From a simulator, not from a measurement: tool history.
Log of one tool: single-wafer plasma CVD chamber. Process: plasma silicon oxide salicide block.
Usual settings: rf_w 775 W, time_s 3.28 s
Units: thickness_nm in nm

| run | hour | rf_w | time_s | wafers since the last listed run | hours since the last RF generator calibration | hours since the showerhead was replaced | hours since the gauge calibration | read-back reference wafer on the same gauge, thickness_nm | thickness_nm |
|---|---|---|---|---|---|---|---|---|---|
| 1 | 0.0 | 775 | 3.28 | 0 | 324.0 | 1485.2 | 632.9 | 30.794 | 37.975 |
| 2 | 47.2 | 775 | 3.28 | 1447 | 371.2 | 1532.4 | 680.1 | 30.822 | 38.057 |
| 3 | 121.2 | 775 | 3.28 | 2269 | 445.2 | 1606.4 | 754.1 | 30.752 | 37.820 |
| 4 | 190.6 | 775 | 3.28 | 2128 | 514.6 | 1675.8 | 823.5 | 30.802 | 38.007 |
| 5 | 253.4 | 775 | 3.28 | 1926 | 577.4 | 1738.6 | 886.3 | 30.789 | 38.061 |
| 6 | 321.0 | 775 | 3.28 | 2073 | 645.0 | 1806.2 | 953.9 | 30.764 | 37.915 |
| 7 | 384.5 | 735 | 3.28 | 1947 | 708.5 | 1869.7 | 1017.4 | 30.795 | 37.076 |
|  | 396.6 | gauge calibrated |
| 8 | 426.1 | 735 | 3.28 | 1275 | 750.1 | 1911.3 | 29.5 | 30.800 | 37.299 |
| 9 | 498.0 | 775 | 3.10 | 2205 | 822.0 | 1983.2 | 101.4 | 30.824 | 35.682 |
| 10 | 584.1 | 775 | 3.10 | 2640 | 908.1 | 2069.3 | 187.5 | 30.820 | 35.799 |
| 11 | 652.5 | 700 | 3.28 | 2097 | 976.5 | 2137.7 | 255.9 | 30.807 | 36.359 |
| 12 | 751.1 | 870 | 2.85 | 3024 | 1075.1 | 2236.3 | 354.5 | 30.788 | 33.879 |
| 13 | 818.6 | 730 | 3.28 | 2070 | 1142.6 | 2303.8 | 422.0 | 30.817 | 36.949 |
| 14 | 877.9 | 730 | 3.28 | 1818 | 1201.9 | 2363.1 | 481.3 | 30.827 | 36.959 |
| 15 | 932.8 | 730 | 3.28 | 1683 | 1256.8 | 2418.0 | 536.2 | 30.801 | 36.793 |
| 16 | 1024.5 | 690 | 3.47 | 2812 | 1348.5 | 2509.7 | 627.9 | 30.801 | 38.224 |
| 17 | 1070.8 | 735 | 3.28 | 1420 | 1394.8 | 2556.0 | 674.2 | 30.781 | 36.975 |
| 18 | 1153.4 | 870 | 3.62 | 2533 | 1477.4 | 2638.6 | 756.8 | 30.815 | 42.724 |
| 19 | 1245.4 | 775 | 2.70 | 2821 | 1569.4 | 2730.6 | 848.8 | 30.822 | 30.801 |
| 20 | 1288.9 | 670 | 2.69 | 1334 | 1612.9 | 2774.1 | 892.3 | 30.788 | 29.295 |
|  | 1325.9 | RF generator calibrated |
| 21 | 1375.1 | 775 | 3.28 | 2398 | 49.2 | 2860.3 | 978.5 | 30.813 | 36.643 |
| 22 | 1465.7 | 880 | 3.28 | 2778 | 139.8 | 2950.9 | 1069.1 | 30.799 | 38.445 |
| 23 | 1517.2 | 720 | 2.67 | 1579 | 191.3 | 3002.4 | 1120.6 | 30.814 | 29.196 |
|  | 1541.6 | gauge calibrated |
|  | 1543.1 | showerhead replaced |
| 24 | 1585.0 | 775 | 3.28 | 1834 | 259.1 | 41.9 | 43.4 | 30.817 | 36.593 |
| 25 | 1653.4 | 915 | 2.75 | 2097 | 327.5 | 110.3 | 111.8 | 30.772 | 32.232 |
| 26 | 1696.4 | 890 | 2.82 | 1318 | 370.5 | 153.3 | 154.8 | 30.785 | 33.017 |
| 27 | 1763.9 | 630 | 2.65 | 2070 | 438.0 | 220.8 | 222.3 | 30.790 | 27.963 |
|  | 1816.3 | RF generator calibrated, repeated, since the last time left the tool worse |
| 28 | 1839.3 | 690 | 2.64 | 2067 | 23.0 | 296.2 | 297.7 | 30.763 | 29.515 |
| 29 | 1905.1 | 775 | 3.28 | 2018 | 88.8 | 362.0 | 363.5 | 30.797 | 37.901 |
| 30 | 2003.9 | 720 | 2.74 | 3030 | 187.6 | 460.8 | 462.3 | 30.794 | 31.019 |
| 31 | 2083.9 | 730 | 3.06 | 2453 | 267.6 | 540.8 | 542.3 | 30.829 | 34.753 |
| 32 | 2131.8 | 775 | 2.80 | 1469 | 315.5 | 588.7 | 590.2 | 30.810 | 32.216 |
| 33 | 2197.8 | 685 | 2.68 | 2024 | 381.5 | 654.7 | 656.2 | 30.810 | 29.853 |

How the hidden state differs across the entries between the runs, from the last listed run before each to the first after it:
Between runs 7 and 8: gauge calibrated (hour 396.6)
  delivered RF power above the setpoint (%): -1.24 -> -1.35
  measured less the result without the state, thickness_nm: -0.144 -> -0.158 nm
Between runs 20 and 21: RF generator calibrated (hour 1325.9)
  delivered RF power above the setpoint (%): -5.08 -> -9.98
  measured less the result without the state, thickness_nm: -0.481 -> -1.225 nm
Between runs 23 and 24: gauge calibrated (hour 1541.6); showerhead replaced (hour 1543.1)
  delivered RF power above the setpoint (%): -10 -> -10.1
  measured less the result without the state, thickness_nm: -0.982 -> -1.239 nm
Between runs 27 and 28: RF generator calibrated, repeated, since the last time left the tool worse (hour 1816.3)
  delivered RF power above the setpoint (%): -10.3 -> -1.14
  measured less the result without the state, thickness_nm: -0.970 -> -0.106 nm
